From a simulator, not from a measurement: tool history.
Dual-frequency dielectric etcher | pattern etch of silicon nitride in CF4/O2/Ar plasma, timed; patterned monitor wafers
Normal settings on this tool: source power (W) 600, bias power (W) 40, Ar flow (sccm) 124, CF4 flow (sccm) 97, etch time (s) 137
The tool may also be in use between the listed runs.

run   hour  source power (W)  bias power (W)  Ar flow (sccm)  CF4 flow (sccm)  etch time (s)  wafers since the last listed run  hours since the last wet clean  hours since the last source power generator calibration  hours since the last bias power generator calibration  hours since the last Ar flow controller change  hours since the last CF4 flow controller change  hours since the last upper electrode change  hours since the gauge calibration  read-back reference wafer on the same gauge, depth_nm  mean etch depth across the wafer (Å)
  1      0               600              40             124               97            137                                 0                           233.5                                                     1636                                                 3713.9                                          4202.5                                           4818.9                                       4123.3                                131                                                  254.9                                  2940
  2   12.6               600              40             124               97            137                                99                           246.1                                                   1648.6                                                 3726.5                                          4215.1                                           4831.5                                       4135.9                              143.6                                                  254.8                                  2938
  3     19               600              40             124               97            137                                50                           252.5                                                     1655                                                 3732.9                                          4221.5                                           4837.9                                       4142.3                                150                                                  254.9                                  2931
  4   32.9               600              40             124               80            137                               109                           266.4                                                   1668.9                                                 3746.8                                          4235.4                                           4851.8                                       4156.2                              163.9                                                  255.1                                  2819
  5   46.5               600              40             124               80            137                               107                             280                                                   1682.5                                                 3760.4                                            4249                                           4865.4                                       4169.8                              177.5                                                  255.2                                  2821
  6   54.5               600              40             124               80            137                                63                             288                                                   1690.5                                                 3768.4                                            4257                                           4873.4                                       4177.8                              185.5                                                  254.9                                  2807
      65.5  -- Ar flow controller replaced
  7   67.8               600              40             124              110          154.5                                57                           301.3                                                   1703.8                                                 3781.7                                             2.3                                           4886.7                                       4191.1                              198.8                                                  254.9                                  3376
      70.1  -- gauge calibrated
      73.2  -- source power generator calibrated
      96.8  -- wet clean of the chamber
       117  -- bias power generator calibrated
     118.6  -- upper electrode replaced
     121.2  -- CF4 flow controller replaced
  8  121.7               600              40             124              110          154.5                               143                            24.9                                                     48.5                                                    4.7                                            56.2                                              0.5                                          3.1                               51.6                                                    255                                  3420
  9    122               600              40             124               97            137                                 2                            25.2                                                     48.8                                                      5                                            56.5                                              0.8                                          3.4                               51.9                                                  254.9                                  2944
 10  122.4               600              40             124               97            137                                 3                            25.6                                                     49.2                                                    5.4                                            56.9                                              1.2                                          3.8                               52.3                                                    255                                  2952
 11  122.7               600              46             104              111            137                                 2                            25.9                                                     49.5                                                    5.7                                            57.2                                              1.5                                          4.1                               52.6                                                  255.1                                  3298
 12  128.8               470              46             124               97            137                                48                              32                                                     55.6                                                   11.8                                            63.3                                              7.6                                         10.2                               58.7                                                    255                                  2621

Estimate the outcome of run 13 from the log above:
 13  138.9               550              40             124               74          111.5                                79                            42.1                                                     65.7                                                   21.9                                            73.4                                             17.7                                         20.3                               68.8                                                      ?                                     ?

Run 13 measured read-back reference wafer on the same gauge, depth_nm 255, mean etch depth across the wafer (Å) 2118.
With the hidden condition absent and the run-to-run variation left alone, this run would have shown mean etch depth across the wafer (Å) 2122.

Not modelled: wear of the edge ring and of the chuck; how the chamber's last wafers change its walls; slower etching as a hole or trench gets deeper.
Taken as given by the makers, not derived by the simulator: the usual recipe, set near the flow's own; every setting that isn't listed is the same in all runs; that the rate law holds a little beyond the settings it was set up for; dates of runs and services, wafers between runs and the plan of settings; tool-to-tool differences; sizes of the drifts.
